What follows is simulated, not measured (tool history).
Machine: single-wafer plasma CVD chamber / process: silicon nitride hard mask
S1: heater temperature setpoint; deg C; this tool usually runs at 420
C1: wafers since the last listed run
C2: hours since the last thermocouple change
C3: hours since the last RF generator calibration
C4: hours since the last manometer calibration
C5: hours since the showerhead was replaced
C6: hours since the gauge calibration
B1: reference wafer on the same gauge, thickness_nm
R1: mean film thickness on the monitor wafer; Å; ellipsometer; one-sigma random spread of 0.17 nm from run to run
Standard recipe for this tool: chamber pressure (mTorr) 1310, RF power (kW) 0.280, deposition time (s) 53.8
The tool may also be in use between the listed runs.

Run 1, hour 0.0: usual settings but deposition time (s) 59.7; C1 0; C2 1900.8; C3 34.4; C4 807.4; C5 3482.9; C6 471.0; B1 47.088. Result: R1 587.21 Å.
Run 2, hour 13.7: usual settings but deposition time (s) 59.7; C1 331; C2 1914.5; C3 48.1; C4 821.1; C5 3496.6; C6 484.7; B1 47.146. Result: R1 587.31 Å.
Run 3, hour 59.6: usual settings but deposition time (s) 59.7; C1 1110; C2 1960.4; C3 94.0; C4 867.0; C5 3542.5; C6 530.6; B1 47.090. Result: R1 582.10 Å.
At hour 70.5: thermocouple changed; heater temperature recalibrated.
Run 4, hour 74.4: usual settings but deposition time (s) 61.3; C1 164; C2 3.9; C3 108.8; C4 881.8; C5 3557.3; C6 545.4; B1 47.130. Result: R1 602.79 Å.
Run 5, hour 85.7: usual settings; C1 273; C2 15.2; C3 120.1; C4 893.1; C5 3568.6; C6 556.7; B1 47.095. Result: R1 529.53 Å.
Run 6, hour 94.8: usual settings; C1 220; C2 24.3; C3 129.2; C4 902.2; C5 3577.7; C6 565.8; B1 47.143. Result: R1 526.32 Å.
Run 7, hour 110.4: usual settings; C1 377; C2 39.9; C3 144.8; C4 917.8; C5 3593.3; C6 581.4; B1 47.097. Result: R1 528.66 Å.
Run 8, hour 122.4: usual settings; C1 290; C2 51.9; C3 156.8; C4 929.8; C5 3605.3; C6 593.4; B1 47.097. Result: R1 526.18 Å.
Run 9, hour 129.2: usual settings; C1 164; C2 58.7; C3 163.6; C4 936.6; C5 3612.1; C6 600.2; B1 47.070. Result: R1 525.99 Å.
Run 10, hour 145.0: usual settings but chamber pressure (mTorr) 1080, RF power (kW) 0.225, deposition time (s) 61.9; C1 382; C2 74.5; C3 179.4; C4 952.4; C5 3627.9; C6 616.0; B1 47.110. Result: R1 520.06 Å.
Run 11, hour 156.0: usual settings but chamber pressure (mTorr) 1030, deposition time (s) 59.0; C1 266; C2 85.5; C3 190.4; C4 963.4; C5 3638.9; C6 627.0; B1 47.090. Result: R1 544.60 Å.
Run 12, hour 172.7: usual settings but S1 432 deg C, chamber pressure (mTorr) 1210; C1 404; C2 102.2; C3 207.1; C4 980.1; C5 3655.6; C6 643.7; B1 47.094. Result: R1 513.06 Å.
Run 13, hour 182.1: usual settings but chamber pressure (mTorr) 1170, RF power (kW) 0.230; C1 227; C2 111.6; C3 216.5; C4 989.5; C5 3665.0; C6 653.1; B1 47.105. Result: R1 466.38 Å.
Run 14, hour 198.4: usual settings but S1 434 deg C, chamber pressure (mTorr) 1140, RF power (kW) 0.265, deposition time (s) 46.3; C1 394; C2 127.9; C3 232.8; C4 1005.8; C5 3681.3; C6 669.4; B1 47.105. Result: R1 421.00 Å.
Run 15, hour 237.8: usual settings but chamber pressure (mTorr) 1080; C1 953; C2 167.3; C3 272.2; C4 1045.2; C5 3720.7; C6 708.8; B1 47.101. Result: R1 499.08 Å.

Expected results for the next run?
At hour 248.5: showerhead replaced.
Run 16, hour 249.2: usual settings; C1 82; C2 178.7; C3 283.6; C4 1056.6; C5 0.7; C6 720.2; B1 ?. Result: R1 ?.

For run 16 the tool returned B1 47.112, R1 523.98 Å.
The same run, on a tool lacking any hidden state, would have yielded R1 534.63 Å.
